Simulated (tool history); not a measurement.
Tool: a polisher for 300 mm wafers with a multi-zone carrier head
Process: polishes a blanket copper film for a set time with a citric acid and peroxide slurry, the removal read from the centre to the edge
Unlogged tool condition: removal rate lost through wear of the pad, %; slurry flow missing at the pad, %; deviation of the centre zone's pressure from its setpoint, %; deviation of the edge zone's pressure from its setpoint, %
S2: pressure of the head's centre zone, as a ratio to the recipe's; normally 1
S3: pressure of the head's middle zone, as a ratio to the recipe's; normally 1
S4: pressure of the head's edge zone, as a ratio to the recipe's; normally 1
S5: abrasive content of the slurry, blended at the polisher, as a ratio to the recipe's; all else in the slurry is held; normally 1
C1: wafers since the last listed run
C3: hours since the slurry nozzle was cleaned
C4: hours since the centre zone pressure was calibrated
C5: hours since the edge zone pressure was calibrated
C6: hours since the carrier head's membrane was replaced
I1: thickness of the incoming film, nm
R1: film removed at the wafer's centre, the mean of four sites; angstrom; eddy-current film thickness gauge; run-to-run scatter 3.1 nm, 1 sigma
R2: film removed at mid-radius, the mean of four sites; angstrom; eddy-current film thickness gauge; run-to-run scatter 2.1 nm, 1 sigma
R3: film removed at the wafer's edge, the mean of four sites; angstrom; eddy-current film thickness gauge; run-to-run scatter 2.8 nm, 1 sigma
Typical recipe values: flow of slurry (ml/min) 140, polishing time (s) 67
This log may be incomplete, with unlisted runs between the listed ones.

Run 1, hour 0: usual settings but S2 0.89, S3 1.09, S4 1.09; C1 0; wafers polished on this pad 4126; C3 338.9; C4 452.1; C5 68.5; C6 289.3; I1 545.7. Result: R1 1546 angstrom, R2 1979 angstrom, R3 1862 angstrom.
Run 2, hour 39.3: usual settings but S2 0.93; C1 510; wafers polished on this pad 4637; C3 378.2; C4 491.4; C5 107.8; C6 328.6; I1 551.8. Result: R1 1634 angstrom, R2 1808 angstrom, R3 1756 angstrom.
Run 3, hour 93.7: usual settings but S5 1.25; C1 707; wafers polished on this pad 5344; C3 432.6; C4 545.8; C5 162.2; C6 383; I1 531.3. Result: R1 1833 angstrom, R2 1887 angstrom, R3 1834 angstrom.
Run 4, hour 146: usual settings but flow of slurry (ml/min) 110, S5 0.85, polishing time (s) 78; C1 679; wafers polished on this pad 6024; C3 484.9; C4 598.1; C5 214.5; C6 435.3; I1 537.8. Result: R1 1882 angstrom, R2 1927 angstrom, R3 1856 angstrom.
At hour 173.4: centre zone pressure recalibrated.
Run 5, hour 195.4: usual settings but flow of slurry (ml/min) 120, S2 0.96, S5 0.75; C1 616; wafers polished on this pad 6640; C3 534.3; C4 22; C5 263.9; C6 484.7; I1 531.9. Result: R1 1570 angstrom, R2 1674 angstrom, R3 1654 angstrom.
At hour 207.2: worn pad replaced by a new one, repeated, since the last time left the tool worse.
Run 6, hour 248.6: usual settings but S2 0.91; C1 639; wafers polished on this pad 538; C3 587.5; C4 75.2; C5 317.1; C6 537.9; I1 535.3. Result: R1 1901 angstrom, R2 2096 angstrom, R3 2089 angstrom.
At hour 286.4: slurry nozzle cleaned.
Run 7, hour 346.4: usual settings but S3 1.04, S5 0.8; C1 1258; wafers polished on this pad 1796; C3 60; C4 173; C5 414.9; C6 635.7; I1 536.6. Result: R1 1956 angstrom, R2 2077 angstrom, R3 1927 angstrom.
Run 8, hour 401.8: usual settings; C1 720; wafers polished on this pad 2516; C3 115.4; C4 228.4; C5 470.3; C6 691.1; I1 539.2. Result: R1 2036 angstrom, R2 2039 angstrom, R3 1923 angstrom.
Run 9, hour 439.7: usual settings but flow of slurry (ml/min) 95, S5 0.9; C1 492; wafers polished on this pad 3009; C3 153.3; C4 266.3; C5 508.2; C6 729; I1 540.7. Result: R1 1755 angstrom, R2 1784 angstrom, R3 1784 angstrom.
At hour 453.7: carrier head's membrane replaced by a new one.
Run 10, hour 493: usual settings but S3 1.06, polishing time (s) 49; C1 627; wafers polished on this pad 3637; C3 206.6; C4 319.6; C5 561.5; C6 39.3; I1 545.2. Result: R1 1465 angstrom, R2 1556 angstrom, R3 1401 angstrom.
Run 11, hour 523.7: usual settings but S2 0.92, S4 0.9, polishing time (s) 84; C1 399; wafers polished on this pad 4036; C3 237.3; C4 350.3; C5 592.2; C6 70; I1 540.8. Result: R1 2238 angstrom, R2 2516 angstrom, R3 2352 angstrom.
At hour 688.1: edge zone pressure recalibrated.
Run 12, hour 699.7: usual settings; C1 2261; wafers polished on this pad 6298; C3 413.3; C4 526.3; C5 11.6; C6 246; I1 540.8. Result: R1 1991 angstrom, R2 1994 angstrom, R3 1930 angstrom.
At hour 737.8: worn pad replaced by a new one.
Run 13, hour 771.6: usual settings; C1 882; wafers polished on this pad 440; C3 485.2; C4 598.2; C5 83.5; C6 317.9; I1 541.9. Result: R1 2129 angstrom, R2 2102 angstrom, R3 2082 angstrom.
Run 14, hour 828.1: usual settings but S3 1.11, S4 0.94, S5 0.7; C1 734; wafers polished on this pad 1174; C3 541.7; C4 654.7; C5 140; C6 374.4; I1 534.4. Result: R1 1896 angstrom, R2 2168 angstrom, R3 1862 angstrom.
Run 15, hour 868: usual settings but flow of slurry (ml/min) 120, S2 1.06, S5 0.8, polishing time (s) 54; C1 518; wafers polished on this pad 1693; C3 581.6; C4 694.6; C5 179.9; C6 414.3; I1 544.1. Result: R1 1614 angstrom, R2 1560 angstrom, R3 1539 angstrom.
At hour 916.4: slurry nozzle cleaned.
Run 16, hour 933.3: usual settings but S2 0.96, S4 0.96, S5 0.9; C1 835; wafers polished on this pad 2528; C3 16.9; C4 759.9; C5 245.2; C6 479.6; I1 543.9. Result: R1 1864 angstrom, R2 2019 angstrom, R3 1910 angstrom.
At hour 991.5: centre zone pressure recalibrated.
Run 17, hour 999.3: usual settings but flow of slurry (ml/min) 110, S2 1.12, S5 0.75; C1 831; wafers polished on this pad 3360; C3 82.9; C4 7.8; C5 311.2; C6 545.6; I1 541.2. Result: R1 2005 angstrom, R2 1817 angstrom, R3 1795 angstrom.
Run 18, hour 1051.6: usual settings; C1 679; wafers polished on this pad 4040; C3 135.2; C4 60.1; C5 363.5; C6 597.9; I1 538.3. Result: R1 1979 angstrom, R2 1980 angstrom, R3 1954 angstrom.
At hour 1197.8: worn pad replaced by a new one.
Run 19, hour 1255.9: usual settings; C1 2603; wafers polished on this pad 755; C3 339.5; C4 264.4; C5 567.8; C6 802.2; I1 539.8. Result: R1 2044 angstrom, R2 2068 angstrom, R3 2017 angstrom.
Run 20, hour 1320.8: usual settings; C1 843; wafers polished on this pad 1599; C3 404.4; C4 329.3; C5 632.7; C6 867.1; I1 539.5. Result: R1 1999 angstrom, R2 2051 angstrom, R3 2024 angstrom.
At hour 1338.4: carrier head's membrane replaced by a new one.
Run 21, hour 1354.1: usual settings but S2 1.09, S3 1.09, S4 1.09, polishing time (s) 74; C1 367; wafers polished on this pad 1967; C3 437.7; C4 362.6; C5 666; C6 15.7; I1 543.7. Result: R1 2424 angstrom, R2 2375 angstrom, R3 2241 angstrom.

Consider 4 possible next runs. They are alternatives, not a sequence: every one starts from the tool as it was left by run 21. What does each give?
Run A, hour 1354.5: usual settings but S4 1.12; C1 5; wafers polished on this pad 1972; C3 438.1; C4 363; C5 666.4; C6 16.1; I1 535.2. Result: R1 ?, R2 ?, R3 ?.
Run B, hour 1354.5: usual settings but S3 0.92; C1 5; wafers polished on this pad 1972; C3 438.1; C4 363; C5 666.4; C6 16.1; I1 535.2. Result: R1 ?, R2 ?, R3 ?.
Run C, hour 1354.5: usual settings but S5 0.75; C1 5; wafers polished on this pad 1972; C3 438.1; C4 363; C5 666.4; C6 16.1; I1 535.2. Result: R1 ?, R2 ?, R3 ?.
Run D, hour 1354.5: usual settings but flow of slurry (ml/min) 155, S4 1.04; C1 5; wafers polished on this pad 1972; C3 438.1; C4 363; C5 666.4; C6 16.1; I1 535.2. Result: R1 ?, R2 ?, R3 ?.

run    R1    R2    R3
  A  1991  2052  2115
  B  1990  1914  2007
  C  1903  1962  1917
  D  2040  2098  2074
With the hidden condition removed and each run's random variation left untouched, the same runs would have given:
run    R1    R2    R3
  A  2087  2151  2217
  B  2086  2007  2104
  C  1995  2057  2009
  D  2139  2199  2174
